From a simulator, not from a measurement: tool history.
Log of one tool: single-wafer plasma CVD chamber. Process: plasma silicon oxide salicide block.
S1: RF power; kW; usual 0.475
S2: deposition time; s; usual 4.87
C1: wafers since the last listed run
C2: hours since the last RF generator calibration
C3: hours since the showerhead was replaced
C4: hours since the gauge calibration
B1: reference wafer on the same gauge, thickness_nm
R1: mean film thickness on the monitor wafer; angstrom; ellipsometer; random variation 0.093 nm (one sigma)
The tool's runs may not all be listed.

run 1 hour=0.0 | S1=0.475 S2=5.34 | C1=0 C2=1505.1 C3=3633.8 C4=1765.4 | B1=39.021 | R1=499.95
run 2 hour=42.6 | S1=0.475 S2=5.34 | C1=679 C2=1547.7 C3=3676.4 C4=1808.0 | B1=39.028 | R1=499.06
run 3 hour=254.5 | S1=0.475 S2=5.34 | C1=3378 C2=1759.6 C3=3888.3 C4=2019.9 | B1=39.001 | R1=499.00
run 4 hour=311.7 | S1=0.475 S2=4.87 | C1=912 C2=1816.8 C3=3945.5 C4=2077.1 | B1=39.005 | R1=455.53
run 5 hour=419.7 | S1=0.475 S2=4.87 | C1=1722 C2=1924.8 C3=4053.5 C4=2185.1 | B1=38.985 | R1=455.75
run 6 hour=724.2 | S1=0.520 S2=4.87 | C1=4855 C2=2229.3 C3=4358.0 C4=2489.6 | B1=39.030 | R1=467.29
run 7 hour=827.9 | S1=0.520 S2=4.87 | C1=1653 C2=2333.0 C3=4461.7 C4=2593.3 | B1=38.973 | R1=468.72
run 8 hour=871.7 | S1=0.520 S2=4.87 | C1=698 C2=2376.8 C3=4505.5 C4=2637.1 | B1=39.038 | R1=467.37
run 9 hour=923.6 | S1=0.530 S2=4.87 | C1=827 C2=2428.7 C3=4557.4 C4=2689.0 | B1=39.017 | R1=468.92
run 10 hour=979.1 | S1=0.530 S2=4.87 | C1=884 C2=2484.2 C3=4612.9 C4=2744.5 | B1=38.995 | R1=469.51
run 11 hour=1021.7 | S1=0.475 S2=4.87 | C1=679 C2=2526.8 C3=4655.5 C4=2787.1 | B1=39.015 | R1=455.70
run 12 hour=1115.8 | S1=0.475 S2=4.87 | C1=1500 C2=2620.9 C3=4749.6 C4=2881.2 | B1=39.023 | R1=455.85
-- hour=1138.2 RF generator calibrated
run 13 hour=1184.8 | S1=0.475 S2=4.87 | C1=972 C2=46.6 C3=4818.6 C4=2950.2 | B1=39.016 | R1=454.03
run 14 hour=1285.8 | S1=0.475 S2=5.31 | C1=1610 C2=147.6 C3=4919.6 C4=3051.2 | B1=39.014 | R1=494.83
run 15 hour=1339.5 | S1=0.475 S2=5.31 | C1=856 C2=201.3 C3=4973.3 C4=3104.9 | B1=38.967 | R1=496.41
run 16 hour=1406.5 | S1=0.475 S2=4.87 | C1=1068 C2=268.3 C3=5040.3 C4=3171.9 | B1=38.989 | R1=455.17
run 17 hour=1454.8 | S1=0.475 S2=4.87 | C1=770 C2=316.6 C3=5088.6 C4=3220.2 | B1=38.981 | R1=455.07
run 18 hour=1503.7 | S1=0.475 S2=4.87 | C1=779 C2=365.5 C3=5137.5 C4=3269.1 | B1=39.000 | R1=456.13
run 19 hour=1581.9 | S1=0.475 S2=4.60 | C1=1246 C2=443.7 C3=5215.7 C4=3347.3 | B1=39.016 | R1=430.15
run 20 hour=1659.3 | S1=0.475 S2=4.60 | C1=1234 C2=521.1 C3=5293.1 C4=3424.7 | B1=39.014 | R1=429.73
run 21 hour=1753.7 | S1=0.475 S2=4.87 | C1=1505 C2=615.5 C3=5387.5 C4=3519.1 | B1=38.975 | R1=455.31
run 22 hour=1819.9 | S1=0.420 S2=4.52 | C1=1055 C2=681.7 C3=5453.7 C4=3585.3 | B1=38.987 | R1=406.96
run 23 hour=1883.1 | S1=0.555 S2=4.02 | C1=1007 C2=744.9 C3=5516.9 C4=3648.5 | B1=38.994 | R1=393.36
run 24 hour=1944.1 | S1=0.515 S2=4.43 | C1=972 C2=805.9 C3=5577.9 C4=3709.5 | B1=39.026 | R1=424.04
run 25 hour=2013.3 | S1=0.475 S2=4.87 | C1=1103 C2=875.1 C3=5647.1 C4=3778.7 | B1=39.005 | R1=455.39
run 26 hour=2109.1 | S1=0.540 S2=5.56 | C1=1527 C2=970.9 C3=5742.9 C4=3874.5 | B1=38.996 | R1=541.08
run 27 hour=2182.2 | S1=0.560 S2=4.01 | C1=1165 C2=1044.0 C3=5816.0 C4=3947.6 | B1=38.985 | R1=393.48
run 28 hour=2273.1 | S1=0.475 S2=4.87 | C1=1449 C2=1134.9 C3=5906.9 C4=4038.5 | B1=38.988 | R1=455.64
-- hour=2414.9 showerhead replaced
run 29 hour=2511.1 | S1=0.475 S2=4.87 | C1=3667 C2=1372.9 C3=96.2 C4=4276.5 | B1=39.001 | R1=455.04
run 30 hour=2583.0 | S1=0.425 S2=3.94 | C1=1146 C2=1444.8 C3=168.1 C4=4348.4 | B1=38.989 | R1=356.58
run 31 hour=2651.7 | S1=0.390 S2=4.37 | C1=1095 C2=1513.5 C3=236.8 C4=4417.1 | B1=38.995 | R1=385.32
run 32 hour=2759.2 | S1=0.475 S2=4.87 | C1=1714 C2=1621.0 C3=344.3 C4=4524.6 | B1=38.986 | R1=456.31
-- hour=2799.7 gauge calibrated
run 33 hour=2822.7 | S1=0.520 S2=5.36 | C1=1012 C2=1684.5 C3=407.8 C4=23.0 | B1=39.020 | R1=515.39
run 34 hour=2909.1 | S1=0.545 S2=5.33 | C1=1377 C2=1770.9 C3=494.2 C4=109.4 | B1=39.023 | R1=520.49
run 35 hour=2980.7 | S1=0.500 S2=5.52 | C1=1141 C2=1842.5 C3=565.8 C4=181.0 | B1=38.997 | R1=522.79
run 36 hour=3045.5 | S1=0.500 S2=4.31 | C1=1033 C2=1907.3 C3=630.6 C4=245.8 | B1=39.028 | R1=410.56
run 37 hour=3138.9 | S1=0.475 S2=5.55 | C1=1489 C2=2000.7 C3=724.0 C4=339.2 | B1=38.955 | R1=516.91
run 38 hour=3378.1 | S1=0.430 S2=5.79 | C1=3814 C2=2239.9 C3=963.2 C4=578.4 | B1=39.016 | R1=525.11
run 39 hour=3444.7 | S1=0.475 S2=4.87 | C1=1061 C2=2306.5 C3=1029.8 C4=645.0 | B1=39.043 | R1=455.69
run 40 hour=3498.2 | S1=0.560 S2=4.24 | C1=853 C2=2360.0 C3=1083.3 C4=698.5 | B1=38.980 | R1=416.81
run 41 hour=3540.1 | S1=0.475 S2=4.87 | C1=668 C2=2401.9 C3=1125.2 C4=740.4 | B1=38.990 | R1=456.46
run 42 hour=3606.3 | S1=0.440 S2=5.82 | C1=1055 C2=2468.1 C3=1191.4 C4=806.6 | B1=38.995 | R1=532.30
run 43 hour=3645.4 | S1=0.475 S2=4.87 | C1=623 C2=2507.2 C3=1230.5 C4=845.7 | B1=38.996 | R1=456.92

The tool's hidden state at each run:
delivered RF power above the setpoint (%): 0 in every run
gauge reads high (%): 0 in every run

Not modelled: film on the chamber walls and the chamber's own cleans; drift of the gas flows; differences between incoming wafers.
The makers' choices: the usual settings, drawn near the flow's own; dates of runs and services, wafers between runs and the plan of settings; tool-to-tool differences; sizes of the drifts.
